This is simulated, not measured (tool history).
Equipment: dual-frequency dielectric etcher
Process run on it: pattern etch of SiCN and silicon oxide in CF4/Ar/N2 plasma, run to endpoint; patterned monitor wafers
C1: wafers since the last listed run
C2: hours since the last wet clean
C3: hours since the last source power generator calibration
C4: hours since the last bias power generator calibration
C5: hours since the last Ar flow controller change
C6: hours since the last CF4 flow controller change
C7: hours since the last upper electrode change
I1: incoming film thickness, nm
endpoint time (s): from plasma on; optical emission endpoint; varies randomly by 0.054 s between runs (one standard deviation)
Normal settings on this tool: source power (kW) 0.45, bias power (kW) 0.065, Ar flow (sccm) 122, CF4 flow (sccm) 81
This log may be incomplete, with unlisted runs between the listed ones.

run 1 hour=0 | source_power_(kW)=0.5 bias_power_(kW)=0.065 Ar_flow_(sccm)=122 CF4_flow_(sccm)=81 | C1=0 C2=95 C3=4752.9 C4=2062.7 C5=1186.6 C6=1404.3 C7=2450.7 | I1=12.77 | endpoint_time_(s)=13.3
run 2 hour=69.2 | source_power_(kW)=0.45 bias_power_(kW)=0.065 Ar_flow_(sccm)=122 CF4_flow_(sccm)=81 | C1=773 C2=164.2 C3=4822.1 C4=2131.9 C5=1255.8 C6=1473.5 C7=2519.9 | I1=12.75 | endpoint_time_(s)=15.1
run 3 hour=130.2 | source_power_(kW)=0.45 bias_power_(kW)=0.065 Ar_flow_(sccm)=122 CF4_flow_(sccm)=81 | C1=681 C2=225.2 C3=4883.1 C4=2192.9 C5=1316.8 C6=1534.5 C7=2580.9 | I1=12.72 | endpoint_time_(s)=15
run 4 hour=178 | source_power_(kW)=0.45 bias_power_(kW)=0.065 Ar_flow_(sccm)=122 CF4_flow_(sccm)=81 | C1=534 C2=273 C3=4930.9 C4=2240.7 C5=1364.6 C6=1582.3 C7=2628.7 | I1=12.68 | endpoint_time_(s)=15.1
run 5 hour=242.1 | source_power_(kW)=0.49 bias_power_(kW)=0.065 Ar_flow_(sccm)=122 CF4_flow_(sccm)=70 | C1=716 C2=337.1 C3=4995 C4=2304.8 C5=1428.7 C6=1646.4 C7=2692.8 | I1=12.49 | endpoint_time_(s)=14
-- hour=268.7 wet clean of the chamber
run 6 hour=273.3 | source_power_(kW)=0.45 bias_power_(kW)=0.065 Ar_flow_(sccm)=122 CF4_flow_(sccm)=81 | C1=80 C2=4.6 C3=5026.2 C4=2336 C5=1459.9 C6=1677.6 C7=2724 | I1=12.51 | endpoint_time_(s)=13.6
-- hour=279.5 bias power generator calibrated
-- hour=295.9 CF4 flow controller replaced
-- hour=321.9 source power generator calibrated
run 7 hour=327.4 | source_power_(kW)=0.45 bias_power_(kW)=0.065 Ar_flow_(sccm)=122 CF4_flow_(sccm)=81 | C1=448 C2=58.7 C3=5.5 C4=47.9 C5=1514 C6=31.5 C7=2778.1 | I1=12.65 | endpoint_time_(s)=13.9
run 8 hour=354.1 | source_power_(kW)=0.45 bias_power_(kW)=0.065 Ar_flow_(sccm)=106 CF4_flow_(sccm)=94 | C1=298 C2=85.4 C3=32.2 C4=74.6 C5=1540.7 C6=58.2 C7=2804.8 | I1=12.78 | endpoint_time_(s)=13.5
run 9 hour=380.9 | source_power_(kW)=0.45 bias_power_(kW)=0.065 Ar_flow_(sccm)=122 CF4_flow_(sccm)=81 | C1=299 C2=112.2 C3=59 C4=101.4 C5=1567.5 C6=85 C7=2831.6 | I1=12.74 | endpoint_time_(s)=14.1
run 10 hour=432.6 | source_power_(kW)=0.45 bias_power_(kW)=0.065 Ar_flow_(sccm)=122 CF4_flow_(sccm)=81 | C1=577 C2=163.9 C3=110.7 C4=153.1 C5=1619.2 C6=136.7 C7=2883.3 | I1=12.75 | endpoint_time_(s)=14.3
-- hour=453.9 Ar flow controller replaced
-- hour=458.8 wet clean of the chamber, repeated, since the last time left the tool worse
-- hour=489.1 upper electrode replaced
run 11 hour=489.6 | source_power_(kW)=0.45 bias_power_(kW)=0.075 Ar_flow_(sccm)=140 CF4_flow_(sccm)=66 | C1=246 C2=30.8 C3=167.7 C4=210.1 C5=35.7 C6=193.7 C7=0.5 | I1=12.86 | endpoint_time_(s)=14.7
run 12 hour=523.7 | source_power_(kW)=0.49 bias_power_(kW)=0.052 Ar_flow_(sccm)=122 CF4_flow_(sccm)=81 | C1=380 C2=64.9 C3=201.8 C4=244.2 C5=69.8 C6=227.8 C7=34.6 | I1=12.72 | endpoint_time_(s)=15.1
run 13 hour=698.3 | source_power_(kW)=0.45 bias_power_(kW)=0.065 Ar_flow_(sccm)=98 CF4_flow_(sccm)=81 | C1=1950 C2=239.5 C3=376.4 C4=418.8 C5=244.4 C6=402.4 C7=209.2 | I1=12.81 | endpoint_time_(s)=14.6
run 14 hour=753.8 | source_power_(kW)=0.45 bias_power_(kW)=0.065 Ar_flow_(sccm)=122 CF4_flow_(sccm)=96 | C1=620 C2=295 C3=431.9 C4=474.3 C5=299.9 C6=457.9 C7=264.7 | I1=12.72 | endpoint_time_(s)=14.8
-- hour=843.5 wet clean of the chamber
run 15 hour=844 | source_power_(kW)=0.45 bias_power_(kW)=0.065 Ar_flow_(sccm)=122 CF4_flow_(sccm)=81 | C1=739 C2=0.5 C3=522.1 C4=564.5 C5=390.1 C6=548.1 C7=354.9 | I1=12.76 | endpoint_time_(s)=14.8

What if the next run were any one of these 5? Each begins from the tool's condition after run 15:
run A hour=844.4 | source_power_(kW)=0.45 bias_power_(kW)=0.065 Ar_flow_(sccm)=122 CF4_flow_(sccm)=81 | C1=4 C2=0.9 C3=522.5 C4=564.9 C5=390.5 C6=548.5 C7=355.3 | I1=12.66 | endpoint_time_(s)=?
run B hour=844.4 | source_power_(kW)=0.55 bias_power_(kW)=0.072 Ar_flow_(sccm)=142 CF4_flow_(sccm)=81 | C1=4 C2=0.9 C3=522.5 C4=564.9 C5=390.5 C6=548.5 C7=355.3 | I1=12.66 | endpoint_time_(s)=?
run C hour=844.4 | source_power_(kW)=0.37 bias_power_(kW)=0.075 Ar_flow_(sccm)=122 CF4_flow_(sccm)=91 | C1=4 C2=0.9 C3=522.5 C4=564.9 C5=390.5 C6=548.5 C7=355.3 | I1=12.66 | endpoint_time_(s)=?
run D hour=844.4 | source_power_(kW)=0.45 bias_power_(kW)=0.065 Ar_flow_(sccm)=142 CF4_flow_(sccm)=90 | C1=4 C2=0.9 C3=522.5 C4=564.9 C5=390.5 C6=548.5 C7=355.3 | I1=12.66 | endpoint_time_(s)=?
run E hour=844.4 | source_power_(kW)=0.38 bias_power_(kW)=0.065 Ar_flow_(sccm)=122 CF4_flow_(sccm)=90 | C1=4 C2=0.9 C3=522.5 C4=564.9 C5=390.5 C6=548.5 C7=355.3 | I1=12.66 | endpoint_time_(s)=?

run=A endpoint_time_(s)=14.6
run=B endpoint_time_(s)=11.4
run=C endpoint_time_(s)=16.8
run=D endpoint_time_(s)=14.8
run=E endpoint_time_(s)=17.5
With no hidden state in the tool, these same runs would have given:
run=A endpoint_time_(s)=14.7
run=B endpoint_time_(s)=11.5
run=C endpoint_time_(s)=16.9
run=D endpoint_time_(s)=14.9
run=E endpoint_time_(s)=17.6

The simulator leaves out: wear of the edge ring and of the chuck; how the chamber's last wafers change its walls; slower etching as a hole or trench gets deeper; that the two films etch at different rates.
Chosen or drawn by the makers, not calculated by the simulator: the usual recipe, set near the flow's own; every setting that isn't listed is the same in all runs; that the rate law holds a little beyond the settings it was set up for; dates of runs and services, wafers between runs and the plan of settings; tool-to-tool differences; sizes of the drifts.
